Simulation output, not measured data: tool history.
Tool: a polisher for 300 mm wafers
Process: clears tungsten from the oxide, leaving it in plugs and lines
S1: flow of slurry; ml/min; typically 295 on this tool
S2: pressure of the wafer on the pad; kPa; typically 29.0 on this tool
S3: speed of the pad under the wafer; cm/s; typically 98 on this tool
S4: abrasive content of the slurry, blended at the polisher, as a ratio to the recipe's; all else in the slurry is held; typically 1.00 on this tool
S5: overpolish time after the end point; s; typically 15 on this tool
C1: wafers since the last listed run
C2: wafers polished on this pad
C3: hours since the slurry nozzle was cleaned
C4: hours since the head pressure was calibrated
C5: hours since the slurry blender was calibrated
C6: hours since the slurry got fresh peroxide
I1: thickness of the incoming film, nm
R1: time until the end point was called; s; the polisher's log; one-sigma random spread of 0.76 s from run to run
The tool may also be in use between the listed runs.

run    hour   S1    S2   S3    S4  S5    C1    C2     C3      C4     C5     C6     I1     R1
  1     0.0  295  29.0  118  1.00  15     0  1809   94.7   591.6  298.6   76.4  328.5   54.2
       63.3  -- slurry blender recalibrated
  2    81.4  295  29.0   98  1.00  15   785  2595  176.1   673.0   18.1  157.8  328.1   63.3
  3   130.2  295  29.0   98  1.00  15   482  3077  224.9   721.8   66.9  206.6  327.2   64.3
      157.6  -- worn pad replaced by a new one
  4   161.4  295  29.0   98  1.00  15   269    37  256.1   753.0   98.1  237.8  331.0   64.4
      197.8  -- slurry tank refilled with fresh slurry and peroxide
  5   209.4  295  29.0   98  1.20  15   464   502  304.1   801.0  146.1   11.6  325.8   62.1
  6   242.2  295  29.0   98  1.20  15   324   826  336.9   833.8  178.9   44.4  329.3   62.6
  7   275.7  295  24.1   98  1.00  10   331  1158  370.4   867.3  212.4   77.9  327.0   77.1
      393.7  -- slurry blender recalibrated
  8   426.4  295  29.0   98  1.00  15  1470  2628  521.1  1018.0   32.7  228.6  328.5   65.5
      443.3  -- worn pad replaced by a new one
  9   458.9  295  29.0   98  1.00  15   281   154  553.6  1050.5   65.2  261.1  335.7   66.4
 10   496.2  295  29.0   98  1.00  15   368   523  590.9  1087.8  102.5  298.4  330.7   64.4
      542.0  -- slurry tank refilled with fresh slurry and peroxide
 11   565.5  375  29.0  110  1.00  15   675  1199  660.2  1157.1  171.8   23.5  329.2   56.5
 12   598.0  295  29.0   98  1.25  15   321  1520  692.7  1189.6  204.3   56.0  334.1   63.4
      642.3  -- slurry nozzle cleaned
      643.4  -- head pressure recalibrated
 13   655.7  395  37.2   98  1.00  15   550  2070   13.4    12.3  262.0  113.7  332.3   50.5
      712.2  -- slurry blender recalibrated
 14   723.5  230  33.8   98  0.85  15   650  2721   81.2    80.1   11.3  181.5  327.5   58.6
      751.8  -- worn pad replaced by a new one
 15   790.3  295  18.6   98  1.00  15   621   380  148.0   146.9   78.1  248.3  328.6  100.9
 16   833.4  380  29.0   72  1.00  15   426   807  191.1   190.0  121.2  291.4  332.1   84.6
      871.3  -- slurry tank refilled with fresh slurry and peroxide
 17   892.3  225  35.2  122  0.80  15   572  1379  250.0   248.9  180.1   21.0  324.1   45.6
 18   953.8  295  29.0   98  1.00  15   608  1988  311.5   310.4  241.6   82.5  329.3   66.4
 19  1008.8  295  36.5   98  1.00   9   544  2532  366.5   365.4  296.6  137.5  324.5   52.1
 20  1051.0  295  29.0   98  1.00  15   417  2949  408.7   407.6  338.8  179.7  325.8   64.9
     1075.7  -- slurry blender recalibrated
     1085.1  -- worn pad replaced by a new one
 21  1090.0  295  29.0   98  1.00   7   326    48  447.7   446.6   14.3  218.7  333.3   65.5
     1140.9  -- slurry tank refilled with fresh slurry and peroxide
 22  1155.0  295  39.3   98  1.00  12   633   681  512.7   511.6   79.3   14.1  328.5   47.8
 23  1200.4  385  21.4  128  0.85  15   449  1131  558.1   557.0  124.7   59.5  334.6   70.0
 24  1253.3  295  29.0  112  1.00  10   523  1654  611.0   609.9  177.6  112.4  332.3   57.0
 25  1319.7  295  29.0   98  1.00  15   656  2311  677.4   676.3  244.0  178.8  327.8   64.3
 26  1375.9  210  21.4   82  1.00   7   555  2866  733.6   732.5  300.2  235.0  331.3  110.4
     1405.7  -- worn pad replaced by a new one
     1408.6  -- slurry blender recalibrated
 27  1444.9  295  29.0  112  1.00  10   623   368  802.6   801.5   36.3  304.0  334.2   57.5

Hidden state, per run?
removal rate lost through wear of the pad, %: 0 on each run
slurry flow missing at the pad, %: 0 on each run
deviation of the head's pressure from its setpoint, %: 0 on each run
peroxide lost from the slurry, %: 0 on each run
H1: abrasive missing from the slurry, %
run     H1
  1   15.4
  2   1.44
  3   2.05
  4   2.81
  5   4.53
  6    6.1
  7   8.03
  8  0.597
  9   1.06
 10   1.98
 11   4.78
 12   6.58
 13   10.5
 14  0.662
 15   1.54
 16    2.8
 17   5.41
 18   9.23
 19   13.6
 20   17.5
 21   1.69
 22   2.59
 23   3.95
 24    6.3
 25   10.4
 26   14.9
 27      2

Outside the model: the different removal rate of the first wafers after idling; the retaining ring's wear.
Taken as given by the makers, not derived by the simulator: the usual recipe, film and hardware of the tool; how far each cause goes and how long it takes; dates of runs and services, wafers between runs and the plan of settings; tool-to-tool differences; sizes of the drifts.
